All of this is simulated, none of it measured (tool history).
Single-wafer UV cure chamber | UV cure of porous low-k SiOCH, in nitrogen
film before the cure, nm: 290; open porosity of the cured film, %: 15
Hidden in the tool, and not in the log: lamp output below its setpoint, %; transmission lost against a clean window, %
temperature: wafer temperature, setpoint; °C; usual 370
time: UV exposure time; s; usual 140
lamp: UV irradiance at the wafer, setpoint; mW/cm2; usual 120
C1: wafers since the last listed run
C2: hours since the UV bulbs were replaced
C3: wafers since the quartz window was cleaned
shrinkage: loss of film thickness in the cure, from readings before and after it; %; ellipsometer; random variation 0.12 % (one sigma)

run 1 hour=0 | temperature=370 time=140 lamp=142 | C1=0 C2=56.5 C3=352 | shrinkage=10.791
run 2 hour=79.4 | temperature=370 time=140 lamp=142 | C1=591 C2=135.9 C3=944 | shrinkage=10.801
run 3 hour=119.6 | temperature=370 time=140 lamp=120 | C1=299 C2=176.1 C3=1243 | shrinkage=9.995
run 4 hour=169.4 | temperature=370 time=140 lamp=120 | C1=371 C2=225.9 C3=1614 | shrinkage=10.071
-- hour=293.5 quartz window cleaned
run 5 hour=373.8 | temperature=370 time=140 lamp=120 | C1=1463 C2=430.3 C3=598 | shrinkage=10.266
run 6 hour=460.6 | temperature=370 time=85 lamp=120 | C1=646 C2=517.1 C3=1245 | shrinkage=7.881
run 7 hour=522.6 | temperature=370 time=85 lamp=120 | C1=461 C2=579.1 C3=1707 | shrinkage=7.811
run 8 hour=617.6 | temperature=370 time=140 lamp=130 | C1=707 C2=674.1 C3=2414 | shrinkage=10.417
-- hour=645.1 quartz window cleaned
run 9 hour=665.7 | temperature=360 time=140 lamp=120 | C1=298 C2=722.2 C3=153 | shrinkage=9.872
run 10 hour=725.9 | temperature=360 time=140 lamp=120 | C1=448 C2=782.4 C3=601 | shrinkage=10.071
run 11 hour=765.8 | temperature=360 time=140 lamp=120 | C1=297 C2=822.3 C3=899 | shrinkage=10.105
run 12 hour=864.6 | temperature=365 time=140 lamp=120 | C1=736 C2=921.1 C3=1635 | shrinkage=9.917
-- hour=1067.6 quartz window cleaned
run 13 hour=1139.6 | temperature=358 time=215 lamp=95 | C1=1989 C2=1196.1 C3=536 | shrinkage=10.853
run 14 hour=1216 | temperature=356 time=200 lamp=86 | C1=569 C2=1272.5 C3=1105 | shrinkage=10.021
run 15 hour=1263 | temperature=370 time=110 lamp=120 | C1=350 C2=1319.5 C3=1455 | shrinkage=9.086
run 16 hour=1299.9 | temperature=379 time=140 lamp=93 | C1=274 C2=1356.4 C3=1730 | shrinkage=9.108
run 17 hour=1404.4 | temperature=377 time=195 lamp=120 | C1=778 C2=1460.9 C3=2509 | shrinkage=11.921
-- hour=1435.5 quartz window cleaned
run 18 hour=1469.9 | temperature=370 time=140 lamp=120 | C1=428 C2=1526.4 C3=256 | shrinkage=10.167
-- hour=1510.9 UV bulbs replaced
run 19 hour=1555.9 | temperature=370 time=140 lamp=120 | C1=581 C2=45 C3=837 | shrinkage=10.267
run 20 hour=1651.2 | temperature=370 time=140 lamp=120 | C1=710 C2=140.3 C3=1547 | shrinkage=10.044
run 21 hour=1729.3 | temperature=381 time=60 lamp=146 | C1=581 C2=218.4 C3=2129 | shrinkage=7.462
-- hour=1834.9 quartz window cleaned
run 22 hour=1905 | temperature=380 time=60 lamp=87 | C1=1249 C2=394.1 C3=522 | shrinkage=5.31
run 23 hour=1966.8 | temperature=356 time=170 lamp=159 | C1=460 C2=455.9 C3=982 | shrinkage=11.934

How the hidden state differs across the entries between the runs, from the last listed run before each to the first after it:
Between runs 4 and 5: quartz window cleaned (hour 293.5)
  no hidden state differs between the two runs
Between runs 8 and 9: quartz window cleaned (hour 645.1)
  no hidden state differs between the two runs
Between runs 12 and 13: quartz window cleaned (hour 1067.6)
  no hidden state differs between the two runs
Between runs 17 and 18: quartz window cleaned (hour 1435.5)
  no hidden state differs between the two runs
Between runs 18 and 19: UV bulbs replaced (hour 1510.9)
  no hidden state differs between the two runs
Between runs 21 and 22: quartz window cleaned (hour 1834.9)
  no hidden state differs between the two runs
